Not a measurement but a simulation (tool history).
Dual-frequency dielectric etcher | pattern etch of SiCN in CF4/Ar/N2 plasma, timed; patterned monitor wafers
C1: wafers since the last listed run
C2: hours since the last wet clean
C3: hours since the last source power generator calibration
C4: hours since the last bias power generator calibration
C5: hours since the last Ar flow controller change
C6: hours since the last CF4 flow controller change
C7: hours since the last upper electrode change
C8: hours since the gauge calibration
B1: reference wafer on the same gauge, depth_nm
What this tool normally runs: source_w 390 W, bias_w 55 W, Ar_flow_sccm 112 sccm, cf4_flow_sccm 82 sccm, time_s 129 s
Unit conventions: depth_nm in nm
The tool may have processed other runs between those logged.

run 1 hour=0 | source_w=390 bias_w=55 Ar_flow_sccm=112 cf4_flow_sccm=82 time_s=129 | C1=0 C2=117 C3=1597 C4=1792.6 C5=1134.5 C6=4391.5 C7=2385.5 C8=1477.1 | B1=78.4 | depth_nm=97
run 2 hour=71.3 | source_w=390 bias_w=45 Ar_flow_sccm=129 cf4_flow_sccm=82 time_s=129 | C1=726 C2=188.3 C3=1668.3 C4=1863.9 C5=1205.8 C6=4462.8 C7=2456.8 C8=1548.4 | B1=78.2 | depth_nm=86.6
run 3 hour=158.7 | source_w=390 bias_w=55 Ar_flow_sccm=112 cf4_flow_sccm=82 time_s=129 | C1=890 C2=275.7 C3=1755.7 C4=1951.3 C5=1293.2 C6=4550.2 C7=2544.2 C8=1635.8 | B1=78.4 | depth_nm=96.2
run 4 hour=237.6 | source_w=390 bias_w=58 Ar_flow_sccm=112 cf4_flow_sccm=82 time_s=152 | C1=803 C2=354.6 C3=1834.6 C4=2030.2 C5=1372.1 C6=4629.1 C7=2623.1 C8=1714.7 | B1=78.2 | depth_nm=116.4
run 5 hour=338.9 | source_w=390 bias_w=63 Ar_flow_sccm=112 cf4_flow_sccm=82 time_s=129 | C1=1032 C2=455.9 C3=1935.9 C4=2131.5 C5=1473.4 C6=4730.4 C7=2724.4 C8=1816 | B1=78.2 | depth_nm=102.7
-- hour=368.6 wet clean of the chamber
run 6 hour=444.3 | source_w=390 bias_w=63 Ar_flow_sccm=112 cf4_flow_sccm=82 time_s=129 | C1=829 C2=75.7 C3=2041.3 C4=2236.9 C5=1578.8 C6=4835.8 C7=2829.8 C8=1921.4 | B1=78.3 | depth_nm=101.6
-- hour=542.6 upper electrode replaced
-- hour=610 Ar flow controller replaced
run 7 hour=746.4 | source_w=390 bias_w=55 Ar_flow_sccm=112 cf4_flow_sccm=82 time_s=129 | C1=2772 C2=377.8 C3=2343.4 C4=2539 C5=136.4 C6=5137.9 C7=203.8 C8=2223.5 | B1=78.3 | depth_nm=97.8
-- hour=827.6 wet clean of the chamber
run 8 hour=828.2 | source_w=390 bias_w=55 Ar_flow_sccm=112 cf4_flow_sccm=82 time_s=129 | C1=588 C2=0.6 C3=2425.2 C4=2620.8 C5=218.2 C6=5219.7 C7=285.6 C8=2305.3 | B1=78.1 | depth_nm=97.1
run 9 hour=867.3 | source_w=440 bias_w=55 Ar_flow_sccm=112 cf4_flow_sccm=82 time_s=129 | C1=398 C2=39.7 C3=2464.3 C4=2659.9 C5=257.3 C6=5258.8 C7=324.7 C8=2344.4 | B1=78.1 | depth_nm=109.7
run 10 hour=904.4 | source_w=390 bias_w=55 Ar_flow_sccm=122 cf4_flow_sccm=82 time_s=129 | C1=378 C2=76.8 C3=2501.4 C4=2697 C5=294.4 C6=5295.9 C7=361.8 C8=2381.5 | B1=78.5 | depth_nm=93.4
run 11 hour=970.6 | source_w=390 bias_w=67 Ar_flow_sccm=112 cf4_flow_sccm=82 time_s=145 | C1=674 C2=143 C3=2567.6 C4=2763.2 C5=360.6 C6=5362.1 C7=428 C8=2447.7 | B1=78.3 | depth_nm=117.1
run 12 hour=1075.1 | source_w=300 bias_w=64 Ar_flow_sccm=112 cf4_flow_sccm=82 time_s=129 | C1=1064 C2=247.5 C3=2672.1 C4=2867.7 C5=465.1 C6=5466.6 C7=532.5 C8=2552.2 | B1=78.3 | depth_nm=76.6
-- hour=1111.8 CF4 flow controller replaced
-- hour=1130.1 gauge calibrated
run 13 hour=1140.3 | source_w=340 bias_w=47 Ar_flow_sccm=91 cf4_flow_sccm=102 time_s=129 | C1=603 C2=312.7 C3=2737.3 C4=2932.9 C5=530.3 C6=28.5 C7=597.7 C8=10.2 | B1=78.1 | depth_nm=84.2
-- hour=1204.6 source power generator calibrated
run 14 hour=1208.6 | source_w=390 bias_w=64 Ar_flow_sccm=87 cf4_flow_sccm=82 time_s=129 | C1=655 C2=381 C3=4 C4=3001.2 C5=598.6 C6=96.8 C7=666 C8=78.5 | B1=78.3 | depth_nm=107.4
-- hour=1243.5 bias power generator calibrated
run 15 hour=1277.1 | source_w=390 bias_w=55 Ar_flow_sccm=112 cf4_flow_sccm=82 time_s=129 | C1=657 C2=449.5 C3=72.5 C4=33.6 C5=667.1 C6=165.3 C7=734.5 C8=147 | B1=78 | depth_nm=96.6
run 16 hour=1369.6 | source_w=300 bias_w=55 Ar_flow_sccm=134 cf4_flow_sccm=93 time_s=129 | C1=942 C2=542 C3=165 C4=126.1 C5=759.6 C6=257.8 C7=827 C8=239.5 | B1=78.4 | depth_nm=71.7
-- hour=1418.6 wet clean of the chamber
run 17 hour=1454.9 | source_w=390 bias_w=55 Ar_flow_sccm=112 cf4_flow_sccm=82 time_s=129 | C1=624 C2=36.3 C3=250.3 C4=211.4 C5=844.9 C6=343.1 C7=912.3 C8=324.8 | B1=78.4 | depth_nm=96.6
run 18 hour=1513.4 | source_w=390 bias_w=55 Ar_flow_sccm=124 cf4_flow_sccm=82 time_s=129 | C1=596 C2=94.8 C3=308.8 C4=269.9 C5=903.4 C6=401.6 C7=970.8 C8=383.3 | B1=78.3 | depth_nm=95.4
run 19 hour=1579.5 | source_w=390 bias_w=55 Ar_flow_sccm=112 cf4_flow_sccm=82 time_s=129 | C1=673 C2=160.9 C3=374.9 C4=336 C5=969.5 C6=467.7 C7=1036.9 C8=449.4 | B1=78.2 | depth_nm=96.8
run 20 hour=1674.8 | source_w=300 bias_w=59 Ar_flow_sccm=99 cf4_flow_sccm=82 time_s=101 | C1=971 C2=256.2 C3=470.2 C4=431.3 C5=1064.8 C6=563 C7=1132.2 C8=544.7 | B1=78.3 | depth_nm=59.9

Estimate the outcome of run 21 from the log above:
run 21 hour=1736.7 | source_w=390 bias_w=55 Ar_flow_sccm=112 cf4_flow_sccm=82 time_s=129 | C1=630 C2=318.1 C3=532.1 C4=493.2 C5=1126.7 C6=624.9 C7=1194.1 C8=606.6 | B1=? | depth_nm=?

Run 21 produced B1 78.1, depth_nm 96.8 nm.
Had the tool carried no hidden state, the very same run would have given depth_nm 96.8 nm.
